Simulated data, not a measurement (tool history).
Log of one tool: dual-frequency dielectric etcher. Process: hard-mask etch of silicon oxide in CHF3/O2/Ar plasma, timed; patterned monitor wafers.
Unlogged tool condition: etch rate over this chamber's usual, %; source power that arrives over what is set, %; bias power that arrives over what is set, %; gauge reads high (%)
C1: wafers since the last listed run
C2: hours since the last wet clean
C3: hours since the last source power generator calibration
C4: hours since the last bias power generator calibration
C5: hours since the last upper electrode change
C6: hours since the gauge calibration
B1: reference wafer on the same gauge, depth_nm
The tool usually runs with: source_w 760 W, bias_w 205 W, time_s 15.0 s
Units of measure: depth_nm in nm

run 1 hour=0.0 | source_w=760 bias_w=205 time_s=15.0 | C1=0 C2=396.2 C3=2898.2 C4=2620.5 C5=4455.4 C6=313.9 | B1=41.99 | depth_nm=37.96
run 2 hour=15.2 | source_w=760 bias_w=205 time_s=15.0 | C1=189 C2=411.4 C3=2913.4 C4=2635.7 C5=4470.6 C6=329.1 | B1=42.02 | depth_nm=38.04
run 3 hour=27.4 | source_w=760 bias_w=205 time_s=15.0 | C1=152 C2=423.6 C3=2925.6 C4=2647.9 C5=4482.8 C6=341.3 | B1=42.00 | depth_nm=37.62
run 4 hour=33.8 | source_w=760 bias_w=205 time_s=15.0 | C1=79 C2=430.0 C3=2932.0 C4=2654.3 C5=4489.2 C6=347.7 | B1=42.06 | depth_nm=37.98
run 5 hour=47.0 | source_w=760 bias_w=205 time_s=15.0 | C1=164 C2=443.2 C3=2945.2 C4=2667.5 C5=4502.4 C6=360.9 | B1=42.02 | depth_nm=37.84
run 6 hour=54.2 | source_w=760 bias_w=205 time_s=15.0 | C1=89 C2=450.4 C3=2952.4 C4=2674.7 C5=4509.6 C6=368.1 | B1=41.98 | depth_nm=38.02
run 7 hour=71.8 | source_w=760 bias_w=205 time_s=15.0 | C1=219 C2=468.0 C3=2970.0 C4=2692.3 C5=4527.2 C6=385.7 | B1=41.99 | depth_nm=37.96
run 8 hour=84.6 | source_w=760 bias_w=205 time_s=15.0 | C1=159 C2=480.8 C3=2982.8 C4=2705.1 C5=4540.0 C6=398.5 | B1=41.97 | depth_nm=37.98
run 9 hour=98.0 | source_w=760 bias_w=205 time_s=18.5 | C1=167 C2=494.2 C3=2996.2 C4=2718.5 C5=4553.4 C6=411.9 | B1=41.97 | depth_nm=46.72
run 10 hour=106.2 | source_w=760 bias_w=205 time_s=18.5 | C1=102 C2=502.4 C3=3004.4 C4=2726.7 C5=4561.6 C6=420.1 | B1=42.01 | depth_nm=46.74
-- hour=126.1 source power generator calibrated
run 11 hour=126.6 | source_w=760 bias_w=205 time_s=18.5 | C1=204 C2=522.8 C3=0.5 C4=2747.1 C5=4582.0 C6=440.5 | B1=41.99 | depth_nm=46.87
run 12 hour=139.3 | source_w=760 bias_w=205 time_s=12.5 | C1=158 C2=535.5 C3=13.2 C4=2759.8 C5=4594.7 C6=453.2 | B1=41.95 | depth_nm=31.68
run 13 hour=150.7 | source_w=760 bias_w=205 time_s=18.0 | C1=142 C2=546.9 C3=24.6 C4=2771.2 C5=4606.1 C6=464.6 | B1=42.04 | depth_nm=45.67
run 14 hour=162.3 | source_w=940 bias_w=219 time_s=11.0 | C1=144 C2=558.5 C3=36.2 C4=2782.8 C5=4617.7 C6=476.2 | B1=42.05 | depth_nm=31.24
run 15 hour=179.6 | source_w=710 bias_w=205 time_s=19.0 | C1=215 C2=575.8 C3=53.5 C4=2800.1 C5=4635.0 C6=493.5 | B1=42.02 | depth_nm=47.02
-- hour=219.9 wet clean of the chamber
run 16 hour=227.7 | source_w=760 bias_w=168 time_s=15.0 | C1=300 C2=7.8 C3=101.6 C4=2848.2 C5=4683.1 C6=541.6 | B1=42.01 | depth_nm=34.33
run 17 hour=241.8 | source_w=850 bias_w=256 time_s=13.0 | C1=175 C2=21.9 C3=115.7 C4=2862.3 C5=4697.2 C6=555.7 | B1=42.01 | depth_nm=37.09
-- hour=249.9 gauge calibrated
run 18 hour=250.5 | source_w=910 bias_w=205 time_s=15.0 | C1=108 C2=30.6 C3=124.4 C4=2871.0 C5=4705.9 C6=0.6 | B1=41.99 | depth_nm=40.28
run 19 hour=263.4 | source_w=810 bias_w=205 time_s=12.0 | C1=160 C2=43.5 C3=137.3 C4=2883.9 C5=4718.8 C6=13.5 | B1=42.02 | depth_nm=30.70
-- hour=273.0 bias power generator calibrated
run 20 hour=273.5 | source_w=760 bias_w=205 time_s=15.0 | C1=76 C2=53.6 C3=147.4 C4=0.5 C5=4728.9 C6=23.6 | B1=42.00 | depth_nm=37.37
run 21 hour=281.8 | source_w=760 bias_w=205 time_s=14.0 | C1=103 C2=61.9 C3=155.7 C4=8.8 C5=4737.2 C6=31.9 | B1=42.00 | depth_nm=35.07
-- hour=307.1 upper electrode replaced, of another model than before
run 22 hour=307.6 | source_w=760 bias_w=205 time_s=15.0 | C1=22 C2=87.7 C3=181.5 C4=34.6 C5=0.5 C6=57.7 | B1=41.98 | depth_nm=37.53
run 23 hour=342.4 | source_w=700 bias_w=174 time_s=17.5 | C1=434 C2=122.5 C3=216.3 C4=69.4 C5=35.3 C6=92.5 | B1=42.03 | depth_nm=39.68
run 24 hour=351.0 | source_w=820 bias_w=250 time_s=11.0 | C1=107 C2=131.1 C3=224.9 C4=78.0 C5=43.9 C6=101.1 | B1=41.96 | depth_nm=30.47
run 25 hour=362.8 | source_w=760 bias_w=173 time_s=16.5 | C1=147 C2=142.9 C3=236.7 C4=89.8 C5=55.7 C6=112.9 | B1=41.97 | depth_nm=39.61
run 26 hour=370.3 | source_w=760 bias_w=205 time_s=16.5 | C1=93 C2=150.4 C3=244.2 C4=97.3 C5=63.2 C6=120.4 | B1=42.04 | depth_nm=41.28
run 27 hour=386.4 | source_w=820 bias_w=205 time_s=13.0 | C1=200 C2=166.5 C3=260.3 C4=113.4 C5=79.3 C6=136.5 | B1=42.03 | depth_nm=34.16
run 28 hour=394.2 | source_w=910 bias_w=157 time_s=18.0 | C1=97 C2=174.3 C3=268.1 C4=121.2 C5=87.1 C6=144.3 | B1=42.00 | depth_nm=47.55
run 29 hour=401.2 | source_w=760 bias_w=205 time_s=15.0 | C1=87 C2=181.3 C3=275.1 C4=128.2 C5=94.1 C6=151.3 | B1=41.99 | depth_nm=37.61
run 30 hour=424.9 | source_w=760 bias_w=255 time_s=10.5 | C1=295 C2=205.0 C3=298.8 C4=151.9 C5=117.8 C6=175.0 | B1=42.02 | depth_nm=27.96
run 31 hour=434.4 | source_w=760 bias_w=205 time_s=15.0 | C1=118 C2=214.5 C3=308.3 C4=161.4 C5=127.3 C6=184.5 | B1=42.04 | depth_nm=37.74

Subtracting, for every run, the result it would have given without the tool's unlogged condition from the measured result gives the following. The same run-to-run variation enters both numbers; the gauge's scatter may not:
run=1 depth_nm=+0.38
run=2 depth_nm=+0.39
run=3 depth_nm=+0.40
run=4 depth_nm=+0.41
run=5 depth_nm=+0.42
run=6 depth_nm=+0.43
run=7 depth_nm=+0.45
run=8 depth_nm=+0.46
run=9 depth_nm=+0.59
run=10 depth_nm=+0.59
run=11 depth_nm=+0.63
run=12 depth_nm=+0.43
run=13 depth_nm=+0.64
run=14 depth_nm=+0.45
run=15 depth_nm=+0.70
run=16 depth_nm=-0.09
run=17 depth_nm=-0.08
run=18 depth_nm=-0.07
run=19 depth_nm=-0.04
run=20 depth_nm=-0.04
run=21 depth_nm=-0.03
run=22 depth_nm=-0.01
run=23 depth_nm=+0.04
run=24 depth_nm=+0.03
run=25 depth_nm=+0.05
run=26 depth_nm=+0.06
run=27 depth_nm=+0.07
run=28 depth_nm=+0.11
run=29 depth_nm=+0.09
run=30 depth_nm=+0.09
run=31 depth_nm=+0.12
